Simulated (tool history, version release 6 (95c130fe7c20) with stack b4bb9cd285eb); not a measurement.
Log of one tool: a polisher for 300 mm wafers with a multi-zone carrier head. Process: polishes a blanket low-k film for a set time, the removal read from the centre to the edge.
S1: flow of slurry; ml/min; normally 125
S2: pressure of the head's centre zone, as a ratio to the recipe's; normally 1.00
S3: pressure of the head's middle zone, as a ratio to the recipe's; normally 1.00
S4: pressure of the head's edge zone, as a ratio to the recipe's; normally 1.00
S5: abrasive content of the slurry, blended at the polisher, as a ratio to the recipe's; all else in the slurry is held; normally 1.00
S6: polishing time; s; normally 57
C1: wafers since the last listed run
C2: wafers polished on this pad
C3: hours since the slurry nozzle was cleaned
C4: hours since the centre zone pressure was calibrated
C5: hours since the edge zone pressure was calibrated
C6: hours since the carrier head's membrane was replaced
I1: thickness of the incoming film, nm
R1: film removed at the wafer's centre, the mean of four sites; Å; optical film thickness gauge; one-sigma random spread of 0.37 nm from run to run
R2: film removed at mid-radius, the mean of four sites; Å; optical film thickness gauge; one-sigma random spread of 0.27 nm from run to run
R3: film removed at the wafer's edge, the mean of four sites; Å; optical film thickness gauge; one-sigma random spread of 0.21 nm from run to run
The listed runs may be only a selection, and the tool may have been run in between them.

Run 1, hour 0.0: usual settings but S3 0.92, S4 1.06; C1 0; C2 3956; C3 64.0; C4 222.2; C5 196.5; C6 242.9; I1 530.9. Result: R1 339 Å, R2 315 Å, R3 346 Å.
Run 2, hour 68.4: usual settings but S5 0.80; C1 822; C2 4778; C3 132.4; C4 290.6; C5 264.9; C6 311.3; I1 525.6. Result: R1 285 Å, R2 274 Å, R3 278 Å.
Run 3, hour 131.2: usual settings but S4 0.91; C1 755; C2 5534; C3 195.2; C4 353.4; C5 327.7; C6 374.1; I1 533.5. Result: R1 343 Å, R2 328 Å, R3 314 Å.
Run 4, hour 195.0: usual settings but S5 0.75; C1 767; C2 6302; C3 259.0; C4 417.2; C5 391.5; C6 437.9; I1 530.2. Result: R1 258 Å, R2 251 Å, R3 254 Å.
Run 5, hour 236.8: usual settings but S3 1.04, S4 0.93, S6 74 s; C1 502; C2 6804; C3 300.8; C4 459.0; C5 433.3; C6 479.7; I1 534.5. Result: R1 436 Å, R2 434 Å, R3 410 Å.
At hour 286.7: worn pad replaced by a new one.
Run 6, hour 290.7: usual settings; C1 600; C2 48; C3 354.7; C4 512.9; C5 487.2; C6 533.6; I1 538.7. Result: R1 344 Å, R2 317 Å, R3 333 Å.
Run 7, hour 354.4: usual settings but S4 1.11; C1 766; C2 814; C3 418.4; C4 576.6; C5 550.9; C6 597.3; I1 535.8. Result: R1 347 Å, R2 317 Å, R3 342 Å.
At hour 420.9: centre zone pressure recalibrated.
At hour 445.8: edge zone pressure recalibrated.
Run 8, hour 451.8: usual settings; C1 1123; C2 1938; C3 515.8; C4 30.9; C5 6.0; C6 694.7; I1 529.1. Result: R1 317 Å, R2 314 Å, R3 317 Å.
At hour 482.7: slurry nozzle cleaned.
Run 9, hour 502.6: usual settings but S4 0.91, S5 0.90; C1 599; C2 2537; C3 19.9; C4 81.7; C5 56.8; C6 745.5; I1 524.4. Result: R1 315 Å, R2 309 Å, R3 296 Å.
Run 10, hour 532.4: usual settings; C1 358; C2 2896; C3 49.7; C4 111.5; C5 86.6; C6 775.3; I1 530.4. Result: R1 336 Å, R2 335 Å, R3 331 Å.
Run 11, hour 575.1: usual settings; C1 513; C2 3409; C3 92.4; C4 154.2; C5 129.3; C6 818.0; I1 531.4. Result: R1 346 Å, R2 332 Å, R3 330 Å.
Run 12, hour 616.0: usual settings; C1 492; C2 3901; C3 133.3; C4 195.1; C5 170.2; C6 858.9; I1 519.3. Result: R1 341 Å, R2 329 Å, R3 334 Å.
Run 13, hour 686.4: usual settings but S2 1.05; C1 846; C2 4748; C3 203.7; C4 265.5; C5 240.6; C6 929.3; I1 532.2. Result: R1 357 Å, R2 322 Å, R3 329 Å.
Run 14, hour 854.2: usual settings but S2 1.04; C1 2018; C2 6767; C3 371.5; C4 433.3; C5 408.4; C6 1097.1; I1 534.7. Result: R1 356 Å, R2 315 Å, R3 324 Å.
At hour 908.2: worn pad replaced by a new one.
Run 15, hour 909.8: usual settings but S1 110 ml/min, S4 0.94, S6 38 s; C1 620; C2 18; C3 427.1; C4 488.9; C5 464.0; C6 1152.7; I1 521.3. Result: R1 216 Å, R2 200 Å, R3 202 Å.
Run 16, hour 967.2: usual settings; C1 690; C2 709; C3 484.5; C4 546.3; C5 521.4; C6 1210.1; I1 527.7. Result: R1 338 Å, R2 311 Å, R3 319 Å.
At hour 1008.1: edge zone pressure recalibrated.
Run 17, hour 1021.6: usual settings but S2 0.92, S3 0.94; C1 630; C2 1339; C3 538.9; C4 600.7; C5 13.5; C6 1264.5; I1 526.9. Result: R1 309 Å, R2 296 Å, R3 319 Å.
At hour 1063.8: slurry nozzle cleaned.
Run 18, hour 1064.3: usual settings; C1 501; C2 1841; C3 0.5; C4 643.4; C5 56.2; C6 1307.2; I1 534.0. Result: R1 369 Å, R2 332 Å, R3 339 Å.
Run 19, hour 1125.8: usual settings but S5 1.30; C1 739; C2 2581; C3 62.0; C4 704.9; C5 117.7; C6 1368.7; I1 534.1. Result: R1 443 Å, R2 392 Å, R3 386 Å.
At hour 1128.1: centre zone pressure recalibrated.
Run 20, hour 1167.8: usual settings but S2 0.94, S3 0.95, S4 0.93, S5 1.15; C1 481; C2 3062; C3 104.0; C4 39.7; C5 159.7; C6 1410.7; I1 525.8. Result: R1 332 Å, R2 347 Å, R3 354 Å.
Run 21, hour 1223.5: usual settings but S4 0.95, S5 1.20, S6 51 s; C1 670; C2 3732; C3 159.7; C4 95.4; C5 215.4; C6 1466.4; I1 531.3. Result: R1 330 Å, R2 330 Å, R3 325 Å.
At hour 1238.4: carrier head's membrane replaced by a new one.
Run 22, hour 1254.7: usual settings; C1 315; C2 4047; C3 190.9; C4 126.6; C5 246.6; C6 16.3; I1 527.6. Result: R1 326 Å, R2 326 Å, R3 332 Å.

Below are 3 alternative next runs, each starting from the tool's condition after run 22. Predict each:
Run A, hour 1255.1: usual settings; C1 4; C2 4052; C3 191.3; C4 127.0; C5 247.0; C6 16.7; I1 521.9. Result: R1 ?, R2 ?, R3 ?.
Run B, hour 1255.1: usual settings but S3 1.04; C1 4; C2 4052; C3 191.3; C4 127.0; C5 247.0; C6 16.7; I1 521.9. Result: R1 ?, R2 ?, R3 ?.
Run C, hour 1255.1: usual settings but S3 0.95, S4 1.12, S5 0.80; C1 4; C2 4052; C3 191.3; C4 127.0; C5 247.0; C6 16.7; I1 521.9. Result: R1 ?, R2 ?, R3 ?.

run   R1   R2   R3
  A  327  326  331
  B  327  337  330
  C  271  259  290
Take away the tool's hidden state, keep each run's random variation, and the runs would have read:
run   R1   R2   R3
  A  331  334  336
  B  331  345  336
  C  274  265  295

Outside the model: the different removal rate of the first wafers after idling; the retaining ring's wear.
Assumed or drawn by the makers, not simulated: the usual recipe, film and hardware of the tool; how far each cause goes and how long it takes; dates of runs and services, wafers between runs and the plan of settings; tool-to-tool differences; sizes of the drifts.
